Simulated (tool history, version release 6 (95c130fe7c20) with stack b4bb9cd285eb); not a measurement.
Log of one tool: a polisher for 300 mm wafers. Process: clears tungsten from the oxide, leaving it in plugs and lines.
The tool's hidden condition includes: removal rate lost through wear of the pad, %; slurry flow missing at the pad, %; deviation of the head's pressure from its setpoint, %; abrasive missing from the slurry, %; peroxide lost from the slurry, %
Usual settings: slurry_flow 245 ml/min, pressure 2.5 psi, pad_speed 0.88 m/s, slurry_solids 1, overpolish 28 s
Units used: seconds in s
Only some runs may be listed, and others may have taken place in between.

run     day  slurry_flow  pressure  pad_speed  slurry_solids  overpolish  wafers since the last listed run  wafers polished on this pad  hours since the slurry nozzle was cleaned  hours since the head pressure was calibrated  hours since the slurry blender was calibrated  hours since the slurry got fresh peroxide  incoming thickness of the incoming film, nm  seconds
  1       0          245       2.5       0.88              1          28                                 0                         1068                                       84.3                                         473.1                                          142.2                                       53.6                                        257.4       96
      0.692  -- worn pad replaced by a new one
  2   1.342          245       2.5       0.88              1          28                               185                          102                                      116.5                                         505.3                                          174.4                                       85.8                                        257.4     99.5
      1.583  -- slurry blender recalibrated
  3   2.521          245       2.5       0.88              1          28                               173                          276                                      144.8                                         533.6                                           22.5                                      114.1                                        256.3     98.1
      4.633  -- slurry tank refilled with fresh slurry and peroxide
  4   4.938          245       2.5       0.88              1          28                               375                          651                                      202.8                                         591.6                                           80.5                                        7.3                                        252.8     97.4
  5   6.171          245       2.5       0.88              1          28                               195                          846                                      232.4                                         621.2                                          110.1                                       36.9                                        259.4    101.1
      7.583  -- worn pad replaced by a new one, of another model than before
  6   7.596          245       2.5       0.88              1          28                               198                            2                                      266.6                                         655.4                                          144.3                                       71.1                                        250.6       96
      9.692  -- slurry blender recalibrated
  7  10.471          245       2.5       0.88            1.2          28                               441                          443                                      335.6                                         724.4                                           18.7                                      140.1                                        255.6       96
     10.762  -- slurry tank refilled with fresh slurry and peroxide
  8  12.458          245       2.5       0.88              1          28                               307                          751                                      383.3                                         772.1                                           66.4                                       40.7                                          254     97.7
  9  14.183          245       2.5       0.88              1          28                               272                         1024                                      424.7                                         813.5                                          107.8                                       82.1                                        255.9       98
     14.883  -- worn pad replaced by a new one
     16.708  -- slurry blender recalibrated
 10  17.129          215       2.2       0.88              1          28                               426                          341                                      495.4                                         884.2                                           10.1                                      152.8                                        254.6    106.9
     18.729  -- slurry tank refilled with fresh slurry and peroxide
     19.179  -- slurry nozzle cleaned
 11  19.283          165       2.5       0.66              1          24                               327                          669                                        2.5                                         935.9                                           61.8                                       13.3                                        256.7    127.3
     21.271  -- worn pad replaced by a new one
 12  22.238          180         2       0.88            1.1          38                               440                          153                                       73.4                                        1006.8                                          132.7                                       84.2                                        256.3    111.3
 13  23.717          245       1.6       0.88              1          28                               233                          386                                      108.9                                        1042.3                                          168.2                                      119.7                                        255.9    124.3
     24.821  -- slurry blender recalibrated
     25.375  -- head pressure recalibrated
 14  25.396          245       2.1       1.14           0.75          37                               239                          626                                      149.2                                           0.5                                           13.8                                        160                                        256.9     91.5
     26.821  -- slurry tank refilled with fresh slurry and peroxide
 15    27.8          245       2.5       0.88              1          28                               373                          999                                      206.9                                          58.2                                           71.5                                       23.5                                          250     95.9
     28.075  -- worn pad replaced by a new one
 16  29.692          180       2.5       0.68              1          40                               272                          255                                      252.3                                         103.6                                          116.9                                       68.9                                        251.7    125.5
 17  31.583          245       2.5       0.88              1          28                               299                          555                                      297.7                                           149                                          162.3                                      114.3                                          254     97.7
     33.083  -- slurry blender recalibrated
 18  33.104          245       2.5       0.88              1          28                               227                          782                                      334.2                                         185.5                                            0.5                                      150.8                                        255.4     97.2

State the hidden condition of the tool at each of the runs:
removal rate lost through wear of the pad, %: 0 at every run
deviation of the head's pressure from its setpoint, %: 0 at every run
abrasive missing from the slurry, %: 0 at every run
peroxide lost from the slurry, %: 0 at every run
H1: slurry flow missing at the pad, %
run    H1
  1    13
  2  16.6
  3  19.3
  4  23.8
  5  25.6
  6  27.4
  7  30.1
  8  31.5
  9  32.5
 10  33.7
 11  2.65
 12  13.7
 13  17.9
 14  21.8
 15  26.1
 16  28.8
 17  30.8
 18  32.2
